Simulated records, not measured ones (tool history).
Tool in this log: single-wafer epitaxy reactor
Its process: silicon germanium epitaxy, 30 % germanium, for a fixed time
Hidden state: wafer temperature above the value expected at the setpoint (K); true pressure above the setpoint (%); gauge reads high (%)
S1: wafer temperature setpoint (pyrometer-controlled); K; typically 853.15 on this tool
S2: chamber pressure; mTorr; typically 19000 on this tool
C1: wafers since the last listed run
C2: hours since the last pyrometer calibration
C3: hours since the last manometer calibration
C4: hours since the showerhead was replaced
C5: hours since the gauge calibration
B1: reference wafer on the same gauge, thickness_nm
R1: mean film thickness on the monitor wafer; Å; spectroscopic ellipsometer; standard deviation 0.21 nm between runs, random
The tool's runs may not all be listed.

run 1 hour=0.0 | S1=853.15 S2=19000 | C1=0 C2=1522.8 C3=1477.9 C4=3949.5 C5=173.1 | B1=44.179 | R1=456.82
run 2 hour=41.4 | S1=853.15 S2=19000 | C1=522 C2=1564.2 C3=1519.3 C4=3990.9 C5=214.5 | B1=44.178 | R1=459.98
run 3 hour=68.9 | S1=853.15 S2=19000 | C1=346 C2=1591.7 C3=1546.8 C4=4018.4 C5=242.0 | B1=44.191 | R1=457.58
run 4 hour=138.1 | S1=853.15 S2=19000 | C1=872 C2=1660.9 C3=1616.0 C4=4087.6 C5=311.2 | B1=44.180 | R1=458.04
run 5 hour=187.2 | S1=853.15 S2=19000 | C1=619 C2=1710.0 C3=1665.1 C4=4136.7 C5=360.3 | B1=44.219 | R1=463.25
run 6 hour=234.4 | S1=853.15 S2=19000 | C1=595 C2=1757.2 C3=1712.3 C4=4183.9 C5=407.5 | B1=44.228 | R1=461.24
run 7 hour=296.7 | S1=853.15 S2=19000 | C1=785 C2=1819.5 C3=1774.6 C4=4246.2 C5=469.8 | B1=44.188 | R1=462.27
run 8 hour=334.3 | S1=853.15 S2=19000 | C1=474 C2=1857.1 C3=1812.2 C4=4283.8 C5=507.4 | B1=44.193 | R1=468.40
run 9 hour=380.0 | S1=853.15 S2=19000 | C1=576 C2=1902.8 C3=1857.9 C4=4329.5 C5=553.1 | B1=44.182 | R1=463.25
-- hour=422.5 pyrometer calibrated
run 10 hour=423.0 | S1=867.15 S2=15200 | C1=441 C2=0.5 C3=1900.9 C4=4372.5 C5=596.1 | B1=44.200 | R1=531.99
-- hour=434.3 capacitance manometer re-zeroed and calibrated
run 11 hour=443.2 | S1=845.15 S2=16200 | C1=153 C2=20.7 C3=8.9 C4=4392.7 C5=616.3 | B1=44.216 | R1=340.80
run 12 hour=508.3 | S1=853.15 S2=19000 | C1=821 C2=85.8 C3=74.0 C4=4457.8 C5=681.4 | B1=44.158 | R1=424.46
run 13 hour=560.9 | S1=863.15 S2=14600 | C1=663 C2=138.4 C3=126.6 C4=4510.4 C5=734.0 | B1=44.187 | R1=488.88
-- hour=579.8 showerhead replaced, of another model than before
run 14 hour=597.4 | S1=853.15 S2=19000 | C1=359 C2=174.9 C3=163.1 C4=17.6 C5=770.5 | B1=44.188 | R1=431.48
run 15 hour=633.0 | S1=843.15 S2=19000 | C1=449 C2=210.5 C3=198.7 C4=53.2 C5=806.1 | B1=44.212 | R1=343.93
-- hour=663.3 gauge calibrated
run 16 hour=670.1 | S1=863.15 S2=14700 | C1=467 C2=247.6 C3=235.8 C4=90.3 C5=6.8 | B1=44.197 | R1=512.36
run 17 hour=733.5 | S1=853.15 S2=19000 | C1=799 C2=311.0 C3=299.2 C4=153.7 C5=70.2 | B1=44.221 | R1=430.27
run 18 hour=774.1 | S1=844.15 S2=14900 | C1=512 C2=351.6 C3=339.8 C4=194.3 C5=110.8 | B1=44.187 | R1=340.20
run 19 hour=837.8 | S1=840.15 S2=14500 | C1=803 C2=415.3 C3=403.5 C4=258.0 C5=174.5 | B1=44.197 | R1=310.46

List, for all runs, the conditions of the tool that the log does not record:
true pressure above the setpoint (%): 0 across all the runs
gauge reads high (%): 0 across all the runs
H1: wafer temperature above the value expected at the setpoint (K)
run=1 H1=3.16
run=2 H1=3.26
run=3 H1=3.33
run=4 H1=3.5
run=5 H1=3.62
run=6 H1=3.74
run=7 H1=3.89
run=8 H1=3.98
run=9 H1=4.09
run=10 H1=-0.0831
run=11 H1=-0.0337
run=12 H1=0.126
run=13 H1=0.255
run=14 H1=0.344
run=15 H1=0.431
run=16 H1=0.522
run=17 H1=0.677
run=18 H1=0.777
run=19 H1=0.933
